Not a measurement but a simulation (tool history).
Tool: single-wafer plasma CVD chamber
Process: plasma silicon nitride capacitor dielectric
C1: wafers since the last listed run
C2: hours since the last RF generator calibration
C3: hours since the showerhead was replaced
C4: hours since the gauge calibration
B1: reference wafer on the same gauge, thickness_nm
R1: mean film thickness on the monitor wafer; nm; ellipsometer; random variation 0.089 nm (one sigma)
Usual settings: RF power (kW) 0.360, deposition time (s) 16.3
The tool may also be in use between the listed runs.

run 1 day=0.000 | RF_power_(kW)=0.400 deposition_time_(s)=16.3 | C1=0 C2=427.6 C3=3512.9 C4=302.2 | B1=22.294 | R1=22.425
run 2 day=0.804 | RF_power_(kW)=0.400 deposition_time_(s)=16.3 | C1=664 C2=446.9 C3=3532.2 C4=321.5 | B1=22.293 | R1=22.390
run 3 day=2.179 | RF_power_(kW)=0.360 deposition_time_(s)=16.3 | C1=1136 C2=479.9 C3=3565.2 C4=354.5 | B1=22.306 | R1=21.639
run 4 day=3.542 | RF_power_(kW)=0.360 deposition_time_(s)=16.3 | C1=1126 C2=512.6 C3=3597.9 C4=387.2 | B1=22.308 | R1=21.523
run 5 day=4.621 | RF_power_(kW)=0.340 deposition_time_(s)=18.7 | C1=892 C2=538.5 C3=3623.8 C4=413.1 | B1=22.308 | R1=24.245
run 6 day=5.746 | RF_power_(kW)=0.340 deposition_time_(s)=18.7 | C1=930 C2=565.5 C3=3650.8 C4=440.1 | B1=22.292 | R1=24.288
run 7 day=7.171 | RF_power_(kW)=0.360 deposition_time_(s)=16.3 | C1=1178 C2=599.7 C3=3685.0 C4=474.3 | B1=22.308 | R1=21.540
run 8 day=8.517 | RF_power_(kW)=0.360 deposition_time_(s)=16.3 | C1=1112 C2=632.0 C3=3717.3 C4=506.6 | B1=22.290 | R1=21.488
run 9 day=11.925 | RF_power_(kW)=0.360 deposition_time_(s)=16.3 | C1=2817 C2=713.8 C3=3799.1 C4=588.4 | B1=22.301 | R1=21.482
run 10 day=12.712 | RF_power_(kW)=0.320 deposition_time_(s)=16.3 | C1=651 C2=732.7 C3=3818.0 C4=607.3 | B1=22.294 | R1=20.744
run 11 day=13.671 | RF_power_(kW)=0.360 deposition_time_(s)=16.3 | C1=792 C2=755.7 C3=3841.0 C4=630.3 | B1=22.315 | R1=21.574
run 12 day=14.888 | RF_power_(kW)=0.360 deposition_time_(s)=16.3 | C1=1005 C2=784.9 C3=3870.2 C4=659.5 | B1=22.314 | R1=21.661
run 13 day=16.133 | RF_power_(kW)=0.360 deposition_time_(s)=17.9 | C1=1029 C2=814.8 C3=3900.1 C4=689.4 | B1=22.279 | R1=23.532
run 14 day=17.104 | RF_power_(kW)=0.360 deposition_time_(s)=17.9 | C1=802 C2=838.1 C3=3923.4 C4=712.7 | B1=22.288 | R1=23.654
run 15 day=18.125 | RF_power_(kW)=0.360 deposition_time_(s)=16.3 | C1=843 C2=862.6 C3=3947.9 C4=737.2 | B1=22.309 | R1=21.464
run 16 day=19.000 | RF_power_(kW)=0.360 deposition_time_(s)=16.3 | C1=723 C2=883.6 C3=3968.9 C4=758.2 | B1=22.318 | R1=21.481
run 17 day=19.592 | RF_power_(kW)=0.360 deposition_time_(s)=16.3 | C1=489 C2=897.8 C3=3983.1 C4=772.4 | B1=22.306 | R1=21.547
run 18 day=21.871 | RF_power_(kW)=0.360 deposition_time_(s)=16.3 | C1=1884 C2=952.5 C3=4037.8 C4=827.1 | B1=22.290 | R1=21.612
run 19 day=23.050 | RF_power_(kW)=0.360 deposition_time_(s)=16.3 | C1=974 C2=980.8 C3=4066.1 C4=855.4 | B1=22.297 | R1=21.610
-- day=24.317 showerhead replaced
run 20 day=24.338 | RF_power_(kW)=0.375 deposition_time_(s)=14.9 | C1=788 C2=1011.7 C3=0.5 C4=886.3 | B1=22.318 | R1=19.970
-- day=24.846 RF generator calibrated
run 21 day=24.867 | RF_power_(kW)=0.360 deposition_time_(s)=16.3 | C1=161 C2=0.5 C3=13.2 C4=899.0 | B1=22.307 | R1=21.371
run 22 day=25.150 | RF_power_(kW)=0.380 deposition_time_(s)=13.3 | C1=234 C2=7.3 C3=20.0 C4=905.8 | B1=22.314 | R1=17.652
run 23 day=26.133 | RF_power_(kW)=0.360 deposition_time_(s)=16.3 | C1=812 C2=30.9 C3=43.6 C4=929.4 | B1=22.279 | R1=21.136
-- day=27.475 gauge calibrated
run 24 day=27.542 | RF_power_(kW)=0.315 deposition_time_(s)=17.7 | C1=1164 C2=64.7 C3=77.4 C4=1.6 | B1=22.314 | R1=22.116
run 25 day=28.854 | RF_power_(kW)=0.395 deposition_time_(s)=13.2 | C1=1085 C2=96.2 C3=108.9 C4=33.1 | B1=22.294 | R1=17.737
run 26 day=29.500 | RF_power_(kW)=0.305 deposition_time_(s)=18.4 | C1=533 C2=111.7 C3=124.4 C4=48.6 | B1=22.288 | R1=22.862
run 27 day=30.954 | RF_power_(kW)=0.315 deposition_time_(s)=15.4 | C1=1202 C2=146.6 C3=159.3 C4=83.5 | B1=22.285 | R1=19.123
run 28 day=32.108 | RF_power_(kW)=0.360 deposition_time_(s)=16.3 | C1=954 C2=174.3 C3=187.0 C4=111.2 | B1=22.279 | R1=21.007

The next listed run, before its measurement:
run 29 day=33.392 | RF_power_(kW)=0.390 deposition_time_(s)=13.6 | C1=1060 C2=205.1 C3=217.8 C4=142.0 | B1=? | R1=?

{"run 29": {"B1": 22.298, "R1": 18.025}}
Without the tool's hidden state the same run would have given R1 18.615 nm.
